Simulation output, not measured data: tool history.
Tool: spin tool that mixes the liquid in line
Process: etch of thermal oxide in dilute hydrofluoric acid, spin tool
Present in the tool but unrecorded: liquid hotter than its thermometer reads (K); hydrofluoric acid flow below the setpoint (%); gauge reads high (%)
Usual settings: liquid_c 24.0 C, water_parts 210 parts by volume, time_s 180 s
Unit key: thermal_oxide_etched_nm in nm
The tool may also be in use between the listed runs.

run    hour  liquid_c  water_parts  time_s  wafers since the last listed run  hours since the thermometer was replaced  hours since the hydrofluoric acid flow meter was replaced  hours since the gauge calibration  read-back film thickness of the thermal oxide reference wafer, read on the same gauge (nm)  thermal_oxide_etched_nm
  1     0.0      24.0          210     180                                 0                                     850.4                                                     1032.3                              376.0                                                                                      49.986                    3.629
  2    44.8      24.0          210     180                               389                                     895.2                                                     1077.1                              420.8                                                                                      49.981                    3.620
  3   126.8      24.0          210     180                               713                                     977.2                                                     1159.1                              502.8                                                                                      49.987                    3.616
  4   197.3      24.0          210     180                               613                                    1047.7                                                     1229.6                              573.3                                                                                      50.020                    3.603
  5   260.9      24.0          230     200                               553                                    1111.3                                                     1293.2                              636.9                                                                                      49.989                    3.600
  6   292.3      24.0          230     200                               273                                    1142.7                                                     1324.6                              668.3                                                                                      49.963                    3.589
  7   332.3      25.5          210     180                               348                                    1182.7                                                     1364.6                              708.3                                                                                      50.007                    3.831
  8   360.6      24.0          210     260                               246                                    1211.0                                                     1392.9                              736.6                                                                                      49.945                    5.258
      385.0  -- thermometer replaced
  9   417.8      24.0          210     180                               489                                      32.8                                                     1450.1                              793.8                                                                                      49.998                    3.593
 10   449.1      24.0          210     180                               272                                      64.1                                                     1481.4                              825.1                                                                                      50.005                    3.581
 11   504.1      24.0          210     180                               478                                     119.1                                                     1536.4                              880.1                                                                                      50.062                    3.567
 12   549.8      24.0          150     180                               397                                     164.8                                                     1582.1                              925.8                                                                                      49.956                    5.351
 13   601.1      20.0          210     270                               446                                     216.1                                                     1633.4                              977.1                                                                                      49.984                    4.617
 14   646.8      28.0          145     215                               397                                     261.8                                                     1679.1                             1022.8                                                                                      50.004                    7.666
 15   701.6      24.0          130     180                               476                                     316.6                                                     1733.9                             1077.6                                                                                      49.974                    6.352
      826.4  -- hydrofluoric acid flow meter replaced
 16   859.6      22.5          210      75                              1366                                     474.6                                                       33.2                             1235.6                                                                                      50.034                    1.409
 17   924.1      24.0          140     125                               561                                     539.1                                                       97.7                             1300.1                                                                                      49.988                    4.039
 18   949.1      24.0          230     200                               217                                     564.1                                                      122.7                             1325.1                                                                                      49.975                    3.558
      955.5  -- gauge calibrated
 19  1015.4      25.5          255     115                               576                                     630.4                                                      189.0                               59.9                                                                                      50.020                    1.899
 20  1072.9      24.0          210     180                               500                                     687.9                                                      246.5                              117.4                                                                                      49.965                    3.574
 21  1190.0      20.5          315     235                              1019                                     805.0                                                      363.6                              234.5                                                                                      50.001                    2.502
 22  1230.6      20.5          210     105                               353                                     845.6                                                      404.2                              275.1                                                                                      49.970                    1.843

Below are 3 alternative next runs, each starting from the tool's condition after run 22. Predict each:
  A  1231.1      28.5          210     180                                 4                                     846.1                                                      404.7                              275.6                                                                                           ?                        ?
  B  1231.1      20.0          210     215                                 4                                     846.1                                                      404.7                              275.6                                                                                           ?                        ?
  C  1231.1      24.0          285     145                                 4                                     846.1                                                      404.7                              275.6                                                                                           ?                        ?

run  read-back film thickness of the thermal oxide reference wafer, read on the same gauge (nm)  thermal_oxide_etched_nm
  A                                                                                      49.957                    4.241
  B                                                                                      49.957                    3.718
  C                                                                                      49.957                    1.985
Without the tool's hidden state the same runs would have given:
run  thermal_oxide_etched_nm
  A                    4.161
  B                    3.640
  C                    1.947

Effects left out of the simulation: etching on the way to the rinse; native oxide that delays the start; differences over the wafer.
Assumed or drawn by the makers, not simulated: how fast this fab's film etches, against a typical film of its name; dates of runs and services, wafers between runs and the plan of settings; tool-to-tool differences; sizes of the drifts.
